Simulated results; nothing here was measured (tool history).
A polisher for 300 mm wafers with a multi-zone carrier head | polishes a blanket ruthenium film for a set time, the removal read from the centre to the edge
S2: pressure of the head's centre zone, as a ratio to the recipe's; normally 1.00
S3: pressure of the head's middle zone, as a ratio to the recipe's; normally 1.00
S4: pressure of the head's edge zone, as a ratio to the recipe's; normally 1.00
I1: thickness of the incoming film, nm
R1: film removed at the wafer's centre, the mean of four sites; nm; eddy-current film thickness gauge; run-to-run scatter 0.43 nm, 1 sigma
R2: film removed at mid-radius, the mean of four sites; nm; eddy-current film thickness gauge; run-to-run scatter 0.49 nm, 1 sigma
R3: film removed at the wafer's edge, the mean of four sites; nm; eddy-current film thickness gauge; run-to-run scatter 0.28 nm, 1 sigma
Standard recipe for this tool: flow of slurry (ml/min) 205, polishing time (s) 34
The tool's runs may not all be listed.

Run 1, hour 0.0: usual settings; I1 506.4. Result: R1 31.0 nm, R2 33.9 nm, R3 33.5 nm.
At hour 5.3: worn pad replaced by a new one.
Run 2, hour 14.4: usual settings; I1 511.3. Result: R1 31.1 nm, R2 34.2 nm, R3 33.7 nm.
Run 3, hour 25.3: usual settings but S3 0.88, S4 0.90; I1 509.8. Result: R1 30.9 nm, R2 30.0 nm, R3 31.7 nm.
Run 4, hour 41.8: usual settings but S3 0.90, S4 1.08; I1 512.2. Result: R1 30.5 nm, R2 30.3 nm, R3 34.8 nm.
Run 5, hour 51.5: usual settings but flow of slurry (ml/min) 270, S2 1.05; I1 520.6. Result: R1 32.8 nm, R2 34.2 nm, R3 34.1 nm.
At hour 61.6: centre zone pressure recalibrated.
Run 6, hour 62.1: usual settings but S2 1.11; I1 506.2. Result: R1 34.9 nm, R2 33.3 nm, R3 33.5 nm.
Run 7, hour 71.7: usual settings but S2 0.91; I1 507.5. Result: R1 30.4 nm, R2 33.8 nm, R3 33.1 nm.
Run 8, hour 88.9: usual settings; I1 512.2. Result: R1 33.1 nm, R2 34.0 nm, R3 33.4 nm.
Run 9, hour 96.4: usual settings but S3 0.88, S4 0.90; I1 510.3. Result: R1 32.8 nm, R2 29.5 nm, R3 31.9 nm.
Run 10, hour 113.8: usual settings; I1 513.1. Result: R1 31.9 nm, R2 34.1 nm, R3 33.1 nm.
Run 11, hour 119.9: usual settings but S4 1.11; I1 508.1. Result: R1 32.7 nm, R2 32.7 nm, R3 35.6 nm.
Run 12, hour 130.2: usual settings but flow of slurry (ml/min) 235; I1 507.0. Result: R1 33.5 nm, R2 34.4 nm, R3 34.0 nm.
At hour 136.3: worn pad replaced by a new one.
Run 13, hour 139.7: usual settings; I1 508.7. Result: R1 32.3 nm, R2 33.6 nm, R3 33.7 nm.
Run 14, hour 157.9: usual settings but flow of slurry (ml/min) 170, S3 1.05, S4 1.04; I1 509.7. Result: R1 31.1 nm, R2 33.8 nm, R3 34.0 nm.
Run 15, hour 165.7: usual settings but flow of slurry (ml/min) 255, S2 1.10, S3 0.92; I1 504.7. Result: R1 35.7 nm, R2 32.0 nm, R3 34.8 nm.
Run 16, hour 182.9: usual settings but flow of slurry (ml/min) 255; I1 508.0. Result: R1 32.9 nm, R2 34.9 nm, R3 34.2 nm.
Run 17, hour 197.2: usual settings but flow of slurry (ml/min) 155; I1 509.2. Result: R1 30.7 nm, R2 31.7 nm, R3 32.2 nm.
Run 18, hour 203.4: usual settings; I1 503.4. Result: R1 32.4 nm, R2 33.6 nm, R3 33.5 nm.
Run 19, hour 211.3: usual settings; I1 504.3. Result: R1 31.6 nm, R2 33.8 nm, R3 33.5 nm.
Run 20, hour 217.4: usual settings but flow of slurry (ml/min) 140, S2 1.07, polishing time (s) 27; I1 506.9. Result: R1 24.7 nm, R2 24.9 nm, R3 24.9 nm.
Run 21, hour 235.2: usual settings but S2 0.97, S3 0.90, S4 0.93, polishing time (s) 25; I1 506.3. Result: R1 23.6 nm, R2 22.6 nm, R3 24.0 nm.
Run 22, hour 242.9: usual settings but S2 0.95; I1 518.9. Result: R1 30.9 nm, R2 33.7 nm, R3 33.3 nm.

What the log doesn't show, run by run:
removal rate lost through wear of the pad, %: 0 on each run
slurry flow missing at the pad, %: 0 on each run
deviation of the edge zone's pressure from its setpoint, %: 0 on each run
H1: deviation of the centre zone's pressure from its setpoint, %
run      H1
  1   -8.32
  2   -8.59
  3    -8.8
  4    -9.1
  5   -9.29
  6  -0.694
  7  -0.873
  8   -1.19
  9   -1.33
 10   -1.66
 11   -1.77
 12   -1.96
 13   -2.14
 14   -2.48
 15   -2.63
 16   -2.95
 17   -3.22
 18   -3.33
 19   -3.48
 20   -3.59
 21   -3.92
 22   -4.07
